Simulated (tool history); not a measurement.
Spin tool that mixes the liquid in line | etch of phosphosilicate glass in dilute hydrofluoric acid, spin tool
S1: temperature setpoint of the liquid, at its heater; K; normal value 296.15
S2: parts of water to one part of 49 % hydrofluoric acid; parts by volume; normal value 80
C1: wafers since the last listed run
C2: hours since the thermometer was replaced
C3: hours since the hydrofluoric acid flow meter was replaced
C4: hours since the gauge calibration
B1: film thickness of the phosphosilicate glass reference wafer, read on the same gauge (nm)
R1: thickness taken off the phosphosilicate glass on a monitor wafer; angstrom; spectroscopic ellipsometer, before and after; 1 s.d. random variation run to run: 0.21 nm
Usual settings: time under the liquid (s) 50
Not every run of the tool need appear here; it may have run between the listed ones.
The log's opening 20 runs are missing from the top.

Run 21, hour 1520.6: usual settings but S1 294.15 K, time under the liquid (s) 75; C1 647; C2 490.3; C3 650.8; C4 1199.1; B1 100.01. Result: R1 674.9 angstrom.
Run 22, hour 1570.6: usual settings but S1 293.65 K, S2 65 parts by volume, time under the liquid (s) 30; C1 655; C2 540.3; C3 700.8; C4 1249.1; B1 100.03. Result: R1 334.4 angstrom.
Run 23, hour 1768.5: usual settings; C1 2592; C2 738.2; C3 898.7; C4 1447.0; B1 100.01. Result: R1 489.5 angstrom.
Run 24, hour 1873.1: usual settings but S1 291.65 K; C1 1370; C2 842.8; C3 1003.3; C4 1551.6; B1 100.00. Result: R1 403.2 angstrom.
Run 25, hour 1934.4: usual settings but S1 299.15 K, S2 120 parts by volume, time under the liquid (s) 65; C1 803; C2 904.1; C3 1064.6; C4 1612.9; B1 100.03. Result: R1 451.1 angstrom.
Run 26, hour 2041.9: usual settings; C1 1408; C2 1011.6; C3 1172.1; C4 1720.4; B1 100.01. Result: R1 482.5 angstrom.
Run 27, hour 2086.8: usual settings; C1 588; C2 1056.5; C3 1217.0; C4 1765.3; B1 100.00. Result: R1 483.2 angstrom.
At hour 2126.4: thermometer replaced.
Run 28, hour 2152.6: usual settings; C1 849; C2 26.2; C3 1282.8; C4 1831.1; B1 99.99. Result: R1 479.6 angstrom.
Run 29, hour 2213.8: usual settings; C1 801; C2 87.4; C3 1344.0; C4 1892.3; B1 100.05. Result: R1 479.2 angstrom.
At hour 2297.1: hydrofluoric acid flow meter replaced.
Run 30, hour 2297.8: usual settings but S1 299.65 K, S2 60 parts by volume, time under the liquid (s) 40; C1 1087; C2 171.4; C3 0.7; C4 1976.3; B1 99.99. Result: R1 629.6 angstrom.
Run 31, hour 2389.8: usual settings but S1 300.65 K, S2 95 parts by volume, time under the liquid (s) 35; C1 1205; C2 263.4; C3 92.7; C4 2068.3; B1 99.99. Result: R1 346.0 angstrom.

Consider 5 possible next runs. They are alternatives, not a sequence: every one starts from the tool as it was left by run 31. What does each give?
Run A, hour 2390.2: usual settings but S1 299.15 K; C1 5; C2 263.8; C3 93.1; C4 2068.7; B1 ?. Result: R1 ?.
Run B, hour 2390.2: usual settings but S2 105 parts by volume; C1 5; C2 263.8; C3 93.1; C4 2068.7; B1 ?. Result: R1 ?.
Run C, hour 2390.2: usual settings but time under the liquid (s) 25; C1 5; C2 263.8; C3 93.1; C4 2068.7; B1 ?. Result: R1 ?.
Run D, hour 2390.2: usual settings but S1 292.15 K, time under the liquid (s) 70; C1 5; C2 263.8; C3 93.1; C4 2068.7; B1 ?. Result: R1 ?.
Run E, hour 2390.2: usual settings but S1 293.65 K; C1 5; C2 263.8; C3 93.1; C4 2068.7; B1 ?. Result: R1 ?.

run     B1     R1
  A  99.99  563.0
  B  99.99  369.0
  C  99.99  249.6
  D  99.99  592.7
  E  99.99  450.7
Without the tool's hidden state the same runs would have given:
run     R1
  A  564.9
  B  370.3
  C  250.5
  D  594.7
  E  452.2
